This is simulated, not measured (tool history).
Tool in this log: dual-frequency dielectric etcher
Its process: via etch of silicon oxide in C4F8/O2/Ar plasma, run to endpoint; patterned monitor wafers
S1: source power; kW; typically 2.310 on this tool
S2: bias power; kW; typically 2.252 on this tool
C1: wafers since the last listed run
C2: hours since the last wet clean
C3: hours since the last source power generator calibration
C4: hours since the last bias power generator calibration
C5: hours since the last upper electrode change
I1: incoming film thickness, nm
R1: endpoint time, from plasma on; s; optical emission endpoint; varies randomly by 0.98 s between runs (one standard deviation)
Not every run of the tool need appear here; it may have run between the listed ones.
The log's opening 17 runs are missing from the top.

run	hour	S1	S2	C1	C2	C3	C4	C5	I1	R1
18	863.9	2.110	2.081	188	406.2	337.6	1927.3	431.7	1862.9	334.8
# hour 901.4: bias power generator calibrated
# hour 909.5: wet clean of the chamber
19	917.2	2.110	2.081	176	7.7	390.9	15.8	485.0	1876.1	341.8
20	1034.3	1.980	2.584	500	124.8	508.0	132.9	602.1	1859.9	326.0
21	1060.8	2.310	2.252	113	151.3	534.5	159.4	628.6	1836.3	317.7
22	1122.0	2.660	2.421	261	212.5	595.7	220.6	689.8	1830.4	297.7
23	1155.8	2.310	2.252	144	246.3	629.5	254.4	723.6	1851.8	319.3
24	1209.7	1.980	2.584	230	300.2	683.4	308.3	777.5	1837.8	320.4
# hour 1382.3: wet clean of the chamber
25	1382.8	2.020	2.491	637	0.5	856.5	481.4	950.6	1870.9	331.6
26	1409.9	2.880	1.859	115	27.6	883.6	508.5	977.7	1842.2	311.4
27	1443.7	2.620	2.033	144	61.4	917.4	542.3	1011.5	1860.0	319.7
28	1493.8	2.580	2.095	214	111.5	967.5	592.4	1061.6	1839.5	313.3
29	1535.3	1.830	2.252	177	153.0	1009.0	633.9	1103.1	1854.2	341.8
30	1579.2	2.460	2.702	187	196.9	1052.9	677.8	1147.0	1855.7	303.3
31	1631.4	2.310	2.252	223	249.1	1105.1	730.0	1199.2	1852.5	319.5
32	1836.1	1.880	1.917	875	453.8	1309.8	934.7	1403.9	1851.9	346.2
33	1886.9	1.880	2.252	217	504.6	1360.6	985.5	1454.7	1846.4	332.0
# hour 1923.7: wet clean of the chamber
34	1926.7	1.890	2.004	67	3.0	1400.4	1025.3	1494.5	1857.7	350.5
35	1971.7	2.140	2.252	192	48.0	1445.4	1070.3	1539.5	1848.1	328.5

Here are 4 independent what-if runs from the current tool condition. What would each one return?
A	1972.2	2.310	2.252	2	48.5	1445.9	1070.8	1540.0	1861.1	?
B	1972.2	2.310	1.906	2	48.5	1445.9	1070.8	1540.0	1861.1	?
C	1972.2	2.480	2.252	2	48.5	1445.9	1070.8	1540.0	1861.1	?
D	1972.2	2.570	2.109	2	48.5	1445.9	1070.8	1540.0	1861.1	?

run	R1
A	323.2
B	334.8
C	316.4
D	317.4
Take away the tool's hidden state, keep each run's random variation, and the runs would have read:
run	R1
A	326.5
B	338.3
C	319.6
D	320.7

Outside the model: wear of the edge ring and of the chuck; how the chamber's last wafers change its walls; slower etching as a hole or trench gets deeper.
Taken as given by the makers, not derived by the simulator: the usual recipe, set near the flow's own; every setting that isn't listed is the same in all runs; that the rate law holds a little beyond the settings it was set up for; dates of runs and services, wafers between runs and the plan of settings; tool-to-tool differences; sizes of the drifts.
